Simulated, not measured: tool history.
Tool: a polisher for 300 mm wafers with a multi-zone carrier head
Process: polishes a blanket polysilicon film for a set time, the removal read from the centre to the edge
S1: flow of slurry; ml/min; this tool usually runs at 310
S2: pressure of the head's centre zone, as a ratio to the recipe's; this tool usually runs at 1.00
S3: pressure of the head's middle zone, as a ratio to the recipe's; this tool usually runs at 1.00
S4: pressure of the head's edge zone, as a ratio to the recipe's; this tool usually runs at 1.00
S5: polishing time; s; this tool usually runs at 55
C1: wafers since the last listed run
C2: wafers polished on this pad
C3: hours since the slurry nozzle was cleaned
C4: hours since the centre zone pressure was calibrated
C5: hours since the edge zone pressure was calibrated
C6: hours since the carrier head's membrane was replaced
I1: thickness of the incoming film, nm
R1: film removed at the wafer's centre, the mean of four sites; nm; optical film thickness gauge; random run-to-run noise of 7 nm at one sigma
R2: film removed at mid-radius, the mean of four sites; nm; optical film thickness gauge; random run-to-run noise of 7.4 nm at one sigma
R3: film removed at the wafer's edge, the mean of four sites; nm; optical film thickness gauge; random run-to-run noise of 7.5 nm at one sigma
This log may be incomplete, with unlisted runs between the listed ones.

Run 1, hour 0.0: usual settings but S3 0.93; C1 0; C2 872; C3 264.4; C4 673.7; C5 442.2; C6 1845.1; I1 1511.9. Result: R1 473.2 nm, R2 485.1 nm, R3 523.4 nm.
Run 2, hour 28.0: usual settings but S3 0.93; C1 214; C2 1087; C3 292.4; C4 701.7; C5 470.2; C6 1873.1; I1 1530.9. Result: R1 485.0 nm, R2 489.6 nm, R3 530.7 nm.
Run 3, hour 49.5: usual settings but S3 0.93; C1 165; C2 1252; C3 313.9; C4 723.2; C5 491.7; C6 1894.6; I1 1521.0. Result: R1 483.3 nm, R2 477.4 nm, R3 533.0 nm.
At hour 64.3: worn pad replaced by a new one.
Run 4, hour 79.8: usual settings; C1 201; C2 119; C3 344.2; C4 753.5; C5 522.0; C6 1924.9; I1 1531.2. Result: R1 485.9 nm, R2 526.0 nm, R3 524.8 nm.
Run 5, hour 99.1: usual settings but S1 240 ml/min, S2 0.93; C1 148; C2 267; C3 363.5; C4 772.8; C5 541.3; C6 1944.2; I1 1549.4. Result: R1 425.3 nm, R2 488.1 nm, R3 510.3 nm.
Run 6, hour 128.7: usual settings but S1 230 ml/min, S4 1.06; C1 227; C2 494; C3 393.1; C4 802.4; C5 570.9; C6 1973.8; I1 1537.0. Result: R1 461.3 nm, R2 490.3 nm, R3 539.0 nm.
Run 7, hour 150.0: usual settings but S5 44 s; C1 163; C2 658; C3 414.4; C4 823.7; C5 592.2; C6 1995.1; I1 1541.2. Result: R1 388.2 nm, R2 398.5 nm, R3 427.4 nm.
Run 8, hour 171.3: usual settings but S1 400 ml/min, S2 0.91, S4 1.12; C1 163; C2 821; C3 435.7; C4 845.0; C5 613.5; C6 2016.4; I1 1544.6. Result: R1 445.7 nm, R2 529.9 nm, R3 551.6 nm.
Run 9, hour 194.1: usual settings but S1 365 ml/min, S5 45 s; C1 175; C2 996; C3 458.5; C4 867.8; C5 636.3; C6 2039.2; I1 1539.5. Result: R1 391.0 nm, R2 427.9 nm, R3 437.7 nm.
Run 10, hour 216.0: usual settings but S2 0.95, S4 0.95; C1 168; C2 1164; C3 480.4; C4 889.7; C5 658.2; C6 2061.1; I1 1519.1. Result: R1 450.0 nm, R2 504.6 nm, R3 524.0 nm.
At hour 224.6: slurry nozzle cleaned.
At hour 244.9: edge zone pressure recalibrated.
At hour 245.2: carrier head's membrane replaced by a new one.
Run 11, hour 245.7: usual settings but S4 1.08; C1 202; C2 1366; C3 21.1; C4 919.4; C5 0.8; C6 0.5; I1 1513.0. Result: R1 487.6 nm, R2 510.2 nm, R3 546.9 nm.
Run 12, hour 260.3: usual settings; C1 112; C2 1478; C3 35.7; C4 934.0; C5 15.4; C6 15.1; I1 1528.9. Result: R1 488.3 nm, R2 521.9 nm, R3 525.6 nm.
At hour 270.9: worn pad replaced by a new one, of another model than before.
Run 13, hour 288.4: usual settings but S2 0.91, S3 0.96, S4 0.94; C1 184; C2 134; C3 63.8; C4 962.1; C5 43.5; C6 43.2; I1 1508.2. Result: R1 430.3 nm, R2 490.1 nm, R3 505.8 nm.
At hour 290.4: centre zone pressure recalibrated.
Run 14, hour 304.0: usual settings; C1 104; C2 238; C3 79.4; C4 13.6; C5 59.1; C6 58.8; I1 1519.7. Result: R1 536.9 nm, R2 519.7 nm, R3 540.0 nm.
Run 15, hour 329.9: usual settings but S4 1.03, S5 50 s; C1 198; C2 437; C3 105.3; C4 39.5; C5 85.0; C6 84.7; I1 1532.8. Result: R1 475.4 nm, R2 462.0 nm, R3 481.3 nm.
Run 16, hour 343.8: usual settings; C1 106; C2 544; C3 119.2; C4 53.4; C5 98.9; C6 98.6; I1 1524.4. Result: R1 519.2 nm, R2 518.8 nm, R3 538.2 nm.
Run 17, hour 359.5: usual settings but S2 1.04; C1 120; C2 665; C3 134.9; C4 69.1; C5 114.6; C6 114.3; I1 1512.2. Result: R1 532.7 nm, R2 519.6 nm, R3 526.3 nm.
Run 18, hour 377.5: usual settings but S5 44 s; C1 138; C2 803; C3 152.9; C4 87.1; C5 132.6; C6 132.3; I1 1524.9. Result: R1 413.1 nm, R2 408.2 nm, R3 421.0 nm.
Run 19, hour 412.3: usual settings but S1 205 ml/min, S2 0.88, S3 0.97, S5 49 s; C1 267; C2 1070; C3 187.7; C4 121.9; C5 167.4; C6 167.1; I1 1541.8. Result: R1 399.6 nm, R2 431.8 nm, R3 477.4 nm.
At hour 442.2: worn pad replaced by a new one.
Run 20, hour 442.7: usual settings but S1 390 ml/min, S2 0.95, S4 0.95, S5 65 s; C1 202; C2 3; C3 218.1; C4 152.3; C5 197.8; C6 197.5; I1 1556.6. Result: R1 580.9 nm, R2 612.6 nm, R3 625.6 nm.
Run 21, hour 456.2: usual settings but S4 0.88; C1 103; C2 107; C3 231.6; C4 165.8; C5 211.3; C6 211.0; I1 1525.0. Result: R1 512.9 nm, R2 512.7 nm, R3 508.2 nm.
Run 22, hour 491.1: usual settings but S1 265 ml/min, S3 0.93, S4 0.94; C1 267; C2 375; C3 266.5; C4 200.7; C5 246.2; C6 245.9; I1 1554.0. Result: R1 502.5 nm, R2 479.5 nm, R3 509.1 nm.
Run 23, hour 509.2: usual settings; C1 138; C2 514; C3 284.6; C4 218.8; C5 264.3; C6 264.0; I1 1529.9. Result: R1 510.1 nm, R2 507.1 nm, R3 542.8 nm.

Results for each run, recomputed without the tool's hidden state and with each run's random variation untouched:
Hidden state at play: removal rate lost through wear of the pad, %; slurry flow missing at the pad, %; deviation of the centre zone's pressure from its setpoint, %; deviation of the edge zone's pressure from its setpoint, %.
run     R1
  1  522.7
  2  536.5
  3  535.2
  4  538.8
  5  472.4
  6  512.6
  7  431.6
  8  496.4
  9  435.4
 10  501.7
 11  543.7
 12  544.7
 13  480.9
 14  539.3
 15  481.9
 16  528.8
 17  545.3
 18  425.3
 19  415.8
 20  609.2
 21  539.5
 22  533.0
 23  543.1
R2: differs from the measured result by no more than 0.3 nm in any run.
R3: same as the measured value in every run.
